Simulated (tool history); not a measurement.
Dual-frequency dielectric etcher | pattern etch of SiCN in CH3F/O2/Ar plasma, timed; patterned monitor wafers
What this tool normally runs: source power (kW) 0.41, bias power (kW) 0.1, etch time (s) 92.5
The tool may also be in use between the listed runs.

run	hour	source power (kW)	bias power (kW)	etch time (s)	read-back reference wafer on the same gauge, depth_nm	mean etch depth across the wafer (Å)
1	0	0.41	0.1	92.5	46.11	398.4
2	23.3	0.41	0.1	92.5	46.11	398.1
3	40.9	0.41	0.1	92.5	46.1	399.5
4	75.1	0.41	0.1	102	46.17	442.7
5	109.2	0.41	0.1	92.5	46.13	401.4
6	131.3	0.49	0.106	92.5	46.09	438.8
7	160.2	0.41	0.1	92.5	46.03	404.5
8	178.6	0.41	0.1	92.5	46.07	401.6
# hour 243.5: wet clean of the chamber
9	258.1	0.41	0.1	92.5	46.05	384.5
10	286.8	0.41	0.1	92.5	46.16	386.2
# hour 314.2: bias power generator calibrated
11	315.6	0.41	0.1	92.5	46.08	387
# hour 316.3: gauge calibrated
12	350.1	0.41	0.1	92.5	46.07	390.8
# hour 374.7: upper electrode replaced
13	380.5	0.32	0.107	105	46.1	410.4
14	399.8	0.41	0.1	114.5	46.13	483
15	451.4	0.41	0.1	92.5	46.08	390.2
16	476.8	0.41	0.1	92.5	46.05	394
17	506.6	0.48	0.115	101.5	46.08	483.7

The next listed run, before its measurement:
18	538.2	0.41	0.091	92.5	?	?

read-back reference wafer on the same gauge, depth_nm: 46.15
mean etch depth across the wafer (Å): 384.2
With no hidden state in the tool, this same run would have given mean etch depth across the wafer (Å) 376.
